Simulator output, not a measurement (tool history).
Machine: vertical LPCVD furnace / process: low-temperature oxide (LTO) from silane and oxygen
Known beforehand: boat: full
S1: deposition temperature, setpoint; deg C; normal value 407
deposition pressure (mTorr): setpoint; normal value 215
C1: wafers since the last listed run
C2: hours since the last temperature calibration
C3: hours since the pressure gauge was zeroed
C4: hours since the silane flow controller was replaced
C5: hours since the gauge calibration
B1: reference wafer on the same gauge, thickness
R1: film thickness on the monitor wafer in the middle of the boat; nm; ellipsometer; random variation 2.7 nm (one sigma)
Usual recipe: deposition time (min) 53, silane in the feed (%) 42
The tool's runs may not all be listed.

{"run": 1, "day": 0.0, "S1": 407, "deposition pressure (mTorr)": 185, "deposition time (min)": 53, "silane in the feed (%)": 42, "C1": 0, "C2": 1572.9, "C3": 721.7, "C4": 4607.9, "C5": 1759.8, "B1": 514.9, "R1": 489.86}
{"run": 2, "day": 2.329, "S1": 407, "deposition pressure (mTorr)": 215, "deposition time (min)": 53, "silane in the feed (%)": 42, "C1": 804, "C2": 1628.8, "C3": 777.6, "C4": 4663.8, "C5": 1815.7, "B1": 514.42, "R1": 570.44}
{"run": 3, "day": 4.262, "S1": 407, "deposition pressure (mTorr)": 215, "deposition time (min)": 53, "silane in the feed (%)": 42, "C1": 667, "C2": 1675.2, "C3": 824, "C4": 4710.2, "C5": 1862.1, "B1": 515.69, "R1": 574.49}
{"run": 4, "day": 7.308, "S1": 407, "deposition pressure (mTorr)": 215, "deposition time (min)": 53, "silane in the feed (%)": 42, "C1": 1051, "C2": 1748.3, "C3": 897.1, "C4": 4783.3, "C5": 1935.2, "B1": 514.76, "R1": 565.36}
{"run": 5, "day": 9.679, "S1": 407, "deposition pressure (mTorr)": 215, "deposition time (min)": 53, "silane in the feed (%)": 42, "C1": 818, "C2": 1805.2, "C3": 954, "C4": 4840.2, "C5": 1992.1, "B1": 514.94, "R1": 572.07}
{"run": 6, "day": 12.967, "S1": 407, "deposition pressure (mTorr)": 215, "deposition time (min)": 53, "silane in the feed (%)": 42, "C1": 1134, "C2": 1884.1, "C3": 1032.9, "C4": 4919.1, "C5": 2071, "B1": 515.33, "R1": 576.69}
{"run": 7, "day": 16.233, "S1": 407, "deposition pressure (mTorr)": 215, "deposition time (min)": 53, "silane in the feed (%)": 42, "C1": 1127, "C2": 1962.5, "C3": 1111.3, "C4": 4997.5, "C5": 2149.4, "B1": 514.76, "R1": 571.75}
{"day": 19.158, "done": "gauge calibrated"}
{"run": 8, "day": 19.296, "S1": 407, "deposition pressure (mTorr)": 215, "deposition time (min)": 53, "silane in the feed (%)": 42, "C1": 1057, "C2": 2036, "C3": 1184.8, "C4": 5071, "C5": 3.3, "B1": 514.9, "R1": 570.85}
{"run": 9, "day": 22.979, "S1": 407, "deposition pressure (mTorr)": 215, "deposition time (min)": 53, "silane in the feed (%)": 42, "C1": 1271, "C2": 2124.4, "C3": 1273.2, "C4": 5159.4, "C5": 91.7, "B1": 515.13, "R1": 572.16}
{"day": 26.067, "done": "silane flow controller replaced"}
{"run": 10, "day": 26.088, "S1": 407, "deposition pressure (mTorr)": 215, "deposition time (min)": 53, "silane in the feed (%)": 42, "C1": 727, "C2": 2199, "C3": 1347.8, "C4": 0.5, "C5": 166.3, "B1": 514.94, "R1": 576.69}
{"run": 11, "day": 28.883, "S1": 407, "deposition pressure (mTorr)": 215, "deposition time (min)": 53, "silane in the feed (%)": 48, "C1": 965, "C2": 2266.1, "C3": 1414.9, "C4": 67.6, "C5": 233.4, "B1": 515.33, "R1": 653.12}
{"run": 12, "day": 31.1, "S1": 407, "deposition pressure (mTorr)": 215, "deposition time (min)": 53, "silane in the feed (%)": 48, "C1": 765, "C2": 2319.3, "C3": 1468.1, "C4": 120.8, "C5": 286.6, "B1": 515.12, "R1": 654.91}
{"run": 13, "day": 43.696, "S1": 407, "deposition pressure (mTorr)": 185, "deposition time (min)": 53, "silane in the feed (%)": 42, "C1": 4348, "C2": 2621.6, "C3": 1770.4, "C4": 423.1, "C5": 588.9, "B1": 514.51, "R1": 495.68}
{"run": 14, "day": 46.146, "S1": 416, "deposition pressure (mTorr)": 215, "deposition time (min)": 62, "silane in the feed (%)": 42, "C1": 845, "C2": 2680.4, "C3": 1829.2, "C4": 481.9, "C5": 647.7, "B1": 515.23, "R1": 740.38}
{"run": 15, "day": 49.408, "S1": 400, "deposition pressure (mTorr)": 245, "deposition time (min)": 58.5, "silane in the feed (%)": 47, "C1": 1126, "C2": 2758.7, "C3": 1907.5, "C4": 560.2, "C5": 726, "B1": 515.11, "R1": 763.47}
{"run": 16, "day": 51.092, "S1": 407, "deposition pressure (mTorr)": 215, "deposition time (min)": 44, "silane in the feed (%)": 42, "C1": 581, "C2": 2799.1, "C3": 1947.9, "C4": 600.6, "C5": 766.4, "B1": 515.04, "R1": 482.51}
{"run": 17, "day": 55.296, "S1": 412, "deposition pressure (mTorr)": 235, "deposition time (min)": 69.5, "silane in the feed (%)": 42, "C1": 1451, "C2": 2900, "C3": 2048.8, "C4": 701.5, "C5": 867.3, "B1": 515.31, "R1": 879.15}
{"run": 18, "day": 57.467, "S1": 404, "deposition pressure (mTorr)": 215, "deposition time (min)": 53, "silane in the feed (%)": 42, "C1": 749, "C2": 2952.1, "C3": 2100.9, "C4": 753.6, "C5": 919.4, "B1": 514.91, "R1": 562.46}
{"run": 19, "day": 59.742, "S1": 407, "deposition pressure (mTorr)": 215, "deposition time (min)": 43, "silane in the feed (%)": 42, "C1": 785, "C2": 3006.7, "C3": 2155.5, "C4": 808.2, "C5": 974, "B1": 514.58, "R1": 474.64}
{"run": 20, "day": 63.846, "S1": 407, "deposition pressure (mTorr)": 215, "deposition time (min)": 43, "silane in the feed (%)": 42, "C1": 1416, "C2": 3105.2, "C3": 2254, "C4": 906.7, "C5": 1072.5, "B1": 515.41, "R1": 474.64}
{"day": 68.254, "done": "thermocouples replaced and temperature profile calibrated"}
{"run": 21, "day": 68.275, "S1": 418, "deposition pressure (mTorr)": 240, "deposition time (min)": 53, "silane in the feed (%)": 42, "C1": 1183, "C2": 0.5, "C3": 2360.3, "C4": 1013, "C5": 1178.8, "B1": 514.85, "R1": 705.71}
{"run": 22, "day": 79.362, "S1": 415, "deposition pressure (mTorr)": 215, "deposition time (min)": 53, "silane in the feed (%)": 42, "C1": 3827, "C2": 266.6, "C3": 2626.4, "C4": 1279.1, "C5": 1444.9, "B1": 514.7, "R1": 609.58}
{"day": 80.362, "done": "pressure gauge zeroed"}
{"run": 23, "day": 81.288, "S1": 407, "deposition pressure (mTorr)": 215, "deposition time (min)": 53, "silane in the feed (%)": 39, "C1": 319, "C2": 312.8, "C3": 22.2, "C4": 1325.3, "C5": 1491.1, "B1": 515.42, "R1": 513.32}
{"run": 24, "day": 83.804, "S1": 407, "deposition pressure (mTorr)": 215, "deposition time (min)": 53, "silane in the feed (%)": 42, "C1": 868, "C2": 373.2, "C3": 82.6, "C4": 1385.7, "C5": 1551.5, "B1": 515.11, "R1": 564.83}
{"run": 25, "day": 92.046, "S1": 407, "deposition pressure (mTorr)": 170, "deposition time (min)": 53, "silane in the feed (%)": 35, "C1": 2845, "C2": 571, "C3": 280.4, "C4": 1583.5, "C5": 1749.3, "B1": 514.69, "R1": 353.22}
{"run": 26, "day": 93.738, "S1": 407, "deposition pressure (mTorr)": 230, "deposition time (min)": 53, "silane in the feed (%)": 42, "C1": 583, "C2": 611.6, "C3": 321, "C4": 1624.1, "C5": 1789.9, "B1": 514.59, "R1": 603.01}
{"run": 27, "day": 96.775, "S1": 414, "deposition pressure (mTorr)": 215, "deposition time (min)": 73.5, "silane in the feed (%)": 42, "C1": 1048, "C2": 684.5, "C3": 393.9, "C4": 1697, "C5": 1862.8, "B1": 514.86, "R1": 840.31}
{"run": 28, "day": 98.412, "S1": 407, "deposition pressure (mTorr)": 215, "deposition time (min)": 47.5, "silane in the feed (%)": 36, "C1": 565, "C2": 723.8, "C3": 433.2, "C4": 1736.3, "C5": 1902.1, "B1": 515.25, "R1": 421.74}
{"run": 29, "day": 100.733, "S1": 412, "deposition pressure (mTorr)": 240, "deposition time (min)": 53, "silane in the feed (%)": 42, "C1": 801, "C2": 779.5, "C3": 488.9, "C4": 1792, "C5": 1957.8, "B1": 515.43, "R1": 664.51}
{"run": 30, "day": 104.996, "S1": 407, "deposition pressure (mTorr)": 215, "deposition time (min)": 53, "silane in the feed (%)": 48, "C1": 1471, "C2": 881.8, "C3": 591.2, "C4": 1894.3, "C5": 2060.1, "B1": 515.03, "R1": 644.77}
{"run": 31, "day": 108.083, "S1": 411, "deposition pressure (mTorr)": 215, "deposition time (min)": 53, "silane in the feed (%)": 42, "C1": 1065, "C2": 955.9, "C3": 665.3, "C4": 1968.4, "C5": 2134.2, "B1": 514.78, "R1": 592.87}
{"run": 32, "day": 109.742, "S1": 397, "deposition pressure (mTorr)": 230, "deposition time (min)": 66.5, "silane in the feed (%)": 48, "C1": 572, "C2": 995.7, "C3": 705.1, "C4": 2008.2, "C5": 2174, "B1": 514.75, "R1": 784.43}

Here are 3 independent what-if runs from the current tool condition. What would each one return?
{"run": "A", "day": 109.954, "S1": 407, "deposition pressure (mTorr)": 215, "deposition time (min)": 53, "silane in the feed (%)": 42, "C1": 73, "C2": 1000.8, "C3": 710.2, "C4": 2013.3, "C5": 2179.1, "B1": "?", "R1": "?"}
{"run": "B", "day": 109.954, "S1": 407, "deposition pressure (mTorr)": 245, "deposition time (min)": 53, "silane in the feed (%)": 39, "C1": 73, "C2": 1000.8, "C3": 710.2, "C4": 2013.3, "C5": 2179.1, "B1": "?", "R1": "?"}
{"run": "C", "day": 109.954, "S1": 412, "deposition pressure (mTorr)": 265, "deposition time (min)": 32.5, "silane in the feed (%)": 35, "C1": 73, "C2": 1000.8, "C3": 710.2, "C4": 2013.3, "C5": 2179.1, "B1": "?", "R1": "?"}

run=A B1=514.66 R1=565.11
run=B B1=514.66 R1=591.38
run=C B1=514.66 R1=361.78
Take away the tool's hidden state, keep each run's random variation, and the runs would have read:
run=A R1=562.38
run=B R1=588.45
run=C R1=359.97

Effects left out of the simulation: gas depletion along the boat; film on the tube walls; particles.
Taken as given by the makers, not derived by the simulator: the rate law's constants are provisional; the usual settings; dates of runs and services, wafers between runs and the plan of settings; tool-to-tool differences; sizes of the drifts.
